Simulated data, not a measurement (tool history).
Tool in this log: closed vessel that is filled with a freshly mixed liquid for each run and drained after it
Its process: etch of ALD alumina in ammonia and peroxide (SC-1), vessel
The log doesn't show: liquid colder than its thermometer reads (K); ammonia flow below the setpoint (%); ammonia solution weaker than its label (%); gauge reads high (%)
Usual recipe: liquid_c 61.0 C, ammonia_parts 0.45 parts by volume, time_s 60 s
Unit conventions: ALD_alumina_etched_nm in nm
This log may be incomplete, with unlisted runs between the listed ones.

| run | hour | liquid_c | ammonia_parts | time_s | wafers since the last listed run | hours since the thermometer was replaced | hours since the ammonia flow meter was replaced | hours since the drum of ammonia solution was connected | hours since the gauge calibration | read-back film thickness of the ALD alumina reference wafer, read on the same gauge (nm) | ALD_alumina_etched_nm |
|---|---|---|---|---|---|---|---|---|---|---|---|
| 1 | 0.0 | 65.0 | 0.45 | 60 | 0 | 2498.3 | 2218.1 | 113.8 | 2310.9 | 79.99 | 7.61 |
| 2 | 106.3 | 65.0 | 0.45 | 60 | 8902 | 2604.6 | 2324.4 | 220.1 | 2417.2 | 79.99 | 7.65 |
| 3 | 194.3 | 61.0 | 0.45 | 75 | 7370 | 2692.6 | 2412.4 | 308.1 | 2505.2 | 79.98 | 7.77 |
|  | 239.4 | ammonia flow meter replaced |
| 4 | 298.9 | 61.0 | 0.60 | 60 | 8676 | 2797.2 | 59.5 | 412.7 | 2609.8 | 80.00 | 6.45 |
| 5 | 359.9 | 61.0 | 0.60 | 60 | 5108 | 2858.2 | 120.5 | 473.7 | 2670.8 | 79.99 | 6.43 |
| 6 | 406.2 | 61.0 | 0.45 | 60 | 3877 | 2904.5 | 166.8 | 520.0 | 2717.1 | 79.99 | 6.22 |
|  | 451.0 | new drum of ammonia solution connected |
|  | 499.2 | thermometer replaced |
| 7 | 511.9 | 61.0 | 0.45 | 60 | 8684 | 12.7 | 272.5 | 60.9 | 2822.8 | 79.99 | 6.10 |
| 8 | 558.1 | 61.0 | 0.45 | 60 | 3869 | 58.9 | 318.7 | 107.1 | 2869.0 | 80.00 | 6.11 |
| 9 | 631.4 | 61.0 | 0.45 | 60 | 6138 | 132.2 | 392.0 | 180.4 | 2942.3 | 80.01 | 6.10 |
| 10 | 720.8 | 61.0 | 0.45 | 60 | 7487 | 221.6 | 481.4 | 269.8 | 3031.7 | 80.00 | 6.08 |
|  | 738.2 | gauge calibrated |
| 11 | 798.7 | 66.5 | 0.60 | 80 | 6524 | 299.5 | 559.3 | 347.7 | 60.5 | 80.00 | 11.07 |
|  | 1117.1 | new drum of ammonia solution connected |
| 12 | 1120.5 | 61.0 | 0.35 | 70 | 26867 | 621.3 | 881.1 | 3.4 | 382.3 | 80.00 | 6.89 |
|  | 1158.6 | thermometer replaced, repeated, since the last time left the tool worse |
| 13 | 1167.6 | 66.5 | 0.60 | 80 | 3860 | 9.0 | 928.2 | 50.5 | 429.4 | 80.00 | 11.48 |
| 14 | 1213.5 | 61.0 | 0.45 | 60 | 3844 | 54.9 | 974.1 | 96.4 | 475.3 | 80.00 | 6.37 |
| 15 | 1282.8 | 51.5 | 0.55 | 80 | 5803 | 124.2 | 1043.4 | 165.7 | 544.6 | 79.99 | 5.27 |
| 16 | 1363.7 | 61.0 | 0.45 | 60 | 6775 | 205.1 | 1124.3 | 246.6 | 625.5 | 80.00 | 6.37 |
| 17 | 1419.6 | 67.5 | 0.65 | 30 | 4681 | 261.0 | 1180.2 | 302.5 | 681.4 | 80.02 | 4.55 |
| 18 | 1526.8 | 54.5 | 0.55 | 60 | 8978 | 368.2 | 1287.4 | 409.7 | 788.6 | 79.99 | 4.64 |
| 19 | 1597.1 | 53.5 | 0.45 | 60 | 5887 | 438.5 | 1357.7 | 480.0 | 858.9 | 80.00 | 4.27 |
| 20 | 1664.4 | 65.5 | 0.45 | 60 | 5636 | 505.8 | 1425.0 | 547.3 | 926.2 | 80.00 | 7.91 |
|  | 1687.2 | new drum of ammonia solution connected |
| 21 | 1734.3 | 61.0 | 0.45 | 60 | 5770 | 575.7 | 1494.9 | 47.1 | 996.1 | 79.99 | 6.36 |
| 22 | 1791.5 | 70.0 | 0.65 | 50 | 4790 | 632.9 | 1552.1 | 104.3 | 1053.3 | 80.01 | 8.57 |
| 23 | 1877.2 | 61.0 | 0.30 | 60 | 7177 | 718.6 | 1637.8 | 190.0 | 1139.0 | 80.01 | 6.11 |
| 24 | 1963.8 | 61.0 | 0.45 | 35 | 7252 | 805.2 | 1724.4 | 276.6 | 1225.6 | 79.98 | 3.69 |
| 25 | 2004.2 | 61.0 | 0.35 | 60 | 3383 | 845.6 | 1764.8 | 317.0 | 1266.0 | 79.99 | 6.17 |
| 26 | 2097.4 | 70.0 | 0.55 | 35 | 7805 | 938.8 | 1858.0 | 410.2 | 1359.2 | 80.02 | 5.90 |
| 27 | 2159.8 | 57.5 | 0.45 | 35 | 5226 | 1001.2 | 1920.4 | 472.6 | 1421.6 | 80.01 | 3.08 |
|  | 2199.7 | new drum of ammonia solution connected |
| 28 | 2231.5 | 64.0 | 0.55 | 90 | 5921 | 1072.9 | 1992.1 | 31.8 | 1493.3 | 80.01 | 11.27 |

Here are 5 independent what-if runs from the current tool condition. What would each one return?
| A | 2232.2 | 61.0 | 0.65 | 60 | 58 | 1073.6 | 1992.8 | 32.5 | 1494.0 | ? | ? |
| B | 2232.2 | 61.0 | 0.45 | 85 | 58 | 1073.6 | 1992.8 | 32.5 | 1494.0 | ? | ? |
| C | 2232.2 | 61.0 | 0.40 | 80 | 58 | 1073.6 | 1992.8 | 32.5 | 1494.0 | ? | ? |
| D | 2232.2 | 56.5 | 0.50 | 75 | 58 | 1073.6 | 1992.8 | 32.5 | 1494.0 | ? | ? |
| E | 2232.2 | 70.0 | 0.30 | 40 | 58 | 1073.6 | 1992.8 | 32.5 | 1494.0 | ? | ? |

| run | read-back film thickness of the ALD alumina reference wafer, read on the same gauge (nm) | ALD_alumina_etched_nm |
|---|---|---|
| A | 80.02 | 6.58 |
| B | 80.02 | 9.00 |
| C | 80.02 | 8.38 |
| D | 80.02 | 6.35 |
| E | 80.02 | 6.37 |
The same runs, with their run-to-run variation unchanged, on a tool lacking any hidden condition would have given:
| run | ALD_alumina_etched_nm |
|---|---|
| A | 6.63 |
| B | 9.08 |
| C | 8.45 |
| D | 6.41 |
| E | 6.42 |

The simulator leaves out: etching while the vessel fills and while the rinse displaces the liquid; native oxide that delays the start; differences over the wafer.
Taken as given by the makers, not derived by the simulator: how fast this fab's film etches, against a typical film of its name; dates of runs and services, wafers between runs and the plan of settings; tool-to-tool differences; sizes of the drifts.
